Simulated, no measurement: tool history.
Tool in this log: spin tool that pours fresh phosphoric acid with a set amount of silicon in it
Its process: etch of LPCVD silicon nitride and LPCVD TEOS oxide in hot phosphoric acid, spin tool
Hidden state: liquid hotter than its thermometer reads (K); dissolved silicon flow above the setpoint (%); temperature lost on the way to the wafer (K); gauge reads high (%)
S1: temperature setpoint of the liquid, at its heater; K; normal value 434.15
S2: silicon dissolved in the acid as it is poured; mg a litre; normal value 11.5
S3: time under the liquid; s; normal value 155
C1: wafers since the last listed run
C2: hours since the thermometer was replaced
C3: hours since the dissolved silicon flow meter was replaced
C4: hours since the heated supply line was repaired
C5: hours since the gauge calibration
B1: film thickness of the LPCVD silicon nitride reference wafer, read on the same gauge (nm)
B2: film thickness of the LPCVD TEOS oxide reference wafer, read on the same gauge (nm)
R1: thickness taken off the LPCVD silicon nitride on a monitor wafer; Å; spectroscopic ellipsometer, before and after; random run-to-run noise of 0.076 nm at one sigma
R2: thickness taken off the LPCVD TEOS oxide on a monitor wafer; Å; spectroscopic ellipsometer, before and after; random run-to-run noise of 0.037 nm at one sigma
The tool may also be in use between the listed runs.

run	hour	S1	S2	S3	C1	C2	C3	C4	C5	B1	B2	R1	R2
1	0.0	434.15	11.5	120	0	2612.1	435.4	162.2	3083.5	119.98	120.034	114.2	2.64
2	41.3	434.15	11.5	155	305	2653.4	476.7	203.5	3124.8	120.01	120.005	147.1	5.18
# hour 80.0: thermometer replaced
3	148.1	434.15	11.5	115	782	68.1	583.5	310.3	3231.6	119.99	120.012	109.2	3.06
# hour 214.4: gauge calibrated
4	225.5	434.15	14.0	225	572	145.5	660.9	387.7	11.1	120.00	120.064	213.7	5.39
5	261.8	434.15	11.5	185	268	181.8	697.2	424.0	47.4	119.99	120.010	174.9	4.80
6	339.9	434.15	11.5	115	577	259.9	775.3	502.1	125.5	120.00	120.004	109.8	3.46
7	432.5	432.15	5.0	205	684	352.5	867.9	594.7	218.1	120.00	119.967	182.0	4.94
8	473.0	433.15	19.0	205	299	393.0	908.4	635.2	258.6	120.00	119.950	188.1	4.58
9	557.4	436.65	19.5	115	624	477.4	992.8	719.6	343.0	119.98	119.997	118.2	2.77
10	636.3	435.15	15.0	155	583	556.3	1071.7	798.5	421.9	119.99	120.033	152.1	3.66
11	678.6	431.15	18.5	180	312	598.6	1114.0	840.8	464.2	120.00	120.065	155.1	3.36
12	782.1	437.15	11.5	120	765	702.1	1217.5	944.3	567.7	120.01	119.998	124.7	4.23
13	831.6	435.15	18.5	110	366	751.6	1267.0	993.8	617.2	120.02	119.965	106.8	2.54
14	937.4	432.15	16.5	85	782	857.4	1372.8	1099.6	723.0	120.01	120.020	74.8	1.52
15	1029.6	434.15	6.0	155	681	949.6	1465.0	1191.8	815.2	119.99	120.007	145.6	4.58
16	1100.6	434.15	11.5	210	525	1020.6	1536.0	1262.8	886.2	120.00	119.981	197.9	6.18
17	1175.7	431.65	5.0	155	555	1095.7	1611.1	1337.9	961.3	119.99	120.019	134.4	4.15
18	1234.1	433.15	15.0	190	431	1154.1	1669.5	1396.3	1019.7	120.00	119.975	173.5	4.53
19	1277.9	434.15	16.0	250	323	1197.9	1713.3	1440.1	1063.5	120.00	120.027	235.7	6.08
20	1381.4	436.15	11.5	80	765	1301.4	1816.8	1543.6	1167.0	119.99	119.971	80.3	2.48
21	1481.9	434.15	5.0	205	743	1401.9	1917.3	1644.1	1267.5	120.00	119.963	191.9	5.92
22	1550.0	436.15	11.5	80	503	1470.0	1985.4	1712.2	1335.6	120.00	120.026	79.5	2.52

Pick out some run-to-run changes in R1. Of each, how much would a tool without hidden state show as well, from the settings, what came in and chance, and how much is left for the hidden state and any gauge scatter not in both results compared?
Run 19 -> 20: S1 434.15 -> 436.15, S2 16.0 -> 11.5, S3 250 -> 80. R1 -155.4 Å: hidden state +3.0, all else -158.4.
Run 20 -> 21: S1 436.15 -> 434.15, S2 11.5 -> 5.0, S3 80 -> 205. R1 +111.6 Å: hidden state -2.6, all else +114.2.
Run 21 -> 22: S1 434.15 -> 436.15, S2 5.0 -> 11.5, S3 205 -> 80. R1 -112.4 Å: hidden state +2.4, all else -114.8.
